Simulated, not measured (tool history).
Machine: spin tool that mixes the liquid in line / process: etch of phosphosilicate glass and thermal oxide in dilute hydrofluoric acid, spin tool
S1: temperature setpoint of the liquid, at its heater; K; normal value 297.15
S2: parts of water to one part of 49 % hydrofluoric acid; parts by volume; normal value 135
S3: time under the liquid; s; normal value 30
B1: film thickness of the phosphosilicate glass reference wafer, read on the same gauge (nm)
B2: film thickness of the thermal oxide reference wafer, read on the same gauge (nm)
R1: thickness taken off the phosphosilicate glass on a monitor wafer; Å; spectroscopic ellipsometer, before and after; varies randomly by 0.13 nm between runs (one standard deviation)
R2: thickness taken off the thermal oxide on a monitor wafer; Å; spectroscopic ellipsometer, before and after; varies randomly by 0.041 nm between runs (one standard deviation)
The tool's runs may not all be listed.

| run | day | S1 | S2 | S3 | B1 | B2 | R1 | R2 |
|---|---|---|---|---|---|---|---|---|
| 1 | 0 | 297.15 | 135 | 30 | 60.02 | 100.019 | 360.9 | 11.66 |
| 2 | 0.742 | 297.15 | 135 | 30 | 59.96 | 100.006 | 365 | 13.09 |
| 3 | 1.1 | 297.15 | 135 | 30 | 60.01 | 100.018 | 364.8 | 12.19 |
| 4 | 1.596 | 297.15 | 135 | 30 | 60.02 | 99.966 | 364.4 | 12.67 |
| 5 | 2.196 | 297.15 | 135 | 30 | 59.99 | 99.989 | 367.7 | 14.07 |
| 6 | 2.55 | 297.15 | 135 | 30 | 59.94 | 100.04 | 365.5 | 13.25 |
| 7 | 3.15 | 297.15 | 135 | 30 | 60 | 100.007 | 364.1 | 13.29 |
| 8 | 3.862 | 297.15 | 135 | 30 | 60.05 | 100.014 | 368.1 | 12.55 |
| 9 | 4.183 | 297.15 | 135 | 30 | 59.93 | 100.019 | 364.1 | 12.69 |
| 10 | 4.721 | 297.15 | 135 | 30 | 60 | 100.003 | 367.6 | 12.86 |
| 11 | 5.379 | 297.15 | 135 | 30 | 60.02 | 100.001 | 367 | 12.39 |
| 12 | 6.067 | 297.15 | 135 | 30 | 59.97 | 100.005 | 368.7 | 12.82 |
| 13 | 6.504 | 297.15 | 175 | 30 | 60 | 99.992 | 272.8 | 10.25 |
| 14 | 7.017 | 297.15 | 135 | 30 | 60 | 99.993 | 318.4 | 11.31 |
| 15 | 7.608 | 297.15 | 135 | 30 | 60.04 | 100.028 | 317.6 | 11.62 |
| 16 | 8.192 | 301.65 | 135 | 30 | 59.98 | 99.986 | 379.8 | 12.88 |
| 17 | 8.667 | 297.15 | 85 | 30 | 60.02 | 100.013 | 540.1 | 19.61 |
| 18 | 9.292 | 297.15 | 135 | 50 | 60 | 99.975 | 533.8 | 17.11 |
| 19 | 9.671 | 295.65 | 155 | 50 | 60.02 | 100.012 | 428.1 | 14.67 |
| 20 | 9.988 | 294.65 | 90 | 50 | 59.99 | 99.984 | 765.2 | 27.37 |
| 21 | 10.338 | 298.65 | 135 | 30 | 59.98 | 100.009 | 337.6 | 12.03 |
| 22 | 10.642 | 297.15 | 135 | 15 | 60 | 100.018 | 160.7 | 5.66 |
| 23 | 11.058 | 295.65 | 135 | 15 | 60.03 | 99.99 | 151.2 | 5.46 |
| 24 | 11.783 | 292.65 | 135 | 20 | 59.99 | 99.995 | 179.9 | 6.44 |
| 25 | 12.208 | 297.15 | 200 | 30 | 59.99 | 99.991 | 202 | 7.06 |
| 26 | 13.379 | 297.15 | 135 | 30 | 59.95 | 100.003 | 323.4 | 11.09 |

Put back what was entered between runs (3 entries, withheld): which listed runs does each sit between, and how does the hidden state differ from the listed run before to the listed run after?
Runs 10 to 11: gauge calibrated (day 5.117)
  hydrofluoric acid flow above the setpoint (%): 14.5 -> 14.6
  what was measured, less what the result would be without the hidden state, R1: +53 -> +53.2 Å; R2: +1.85 -> +1.8 Å
Runs 13 to 14: hydrofluoric acid flow meter replaced (day 6.908)
  hydrofluoric acid flow above the setpoint (%): 14.8 -> 1.28
  what was measured, less what the result would be without the hidden state, R1: +41.1 -> +4.6 Å; R2: +1.55 -> +0.17 Å
Runs 17 to 18: thermometer replaced (day 8.958)
  hydrofluoric acid flow above the setpoint (%): 1.55 -> 1.65
  what was measured, less what the result would be without the hidden state, R1: +9.1 -> +10.1 Å; R2: +0.33 -> +0.32 Å
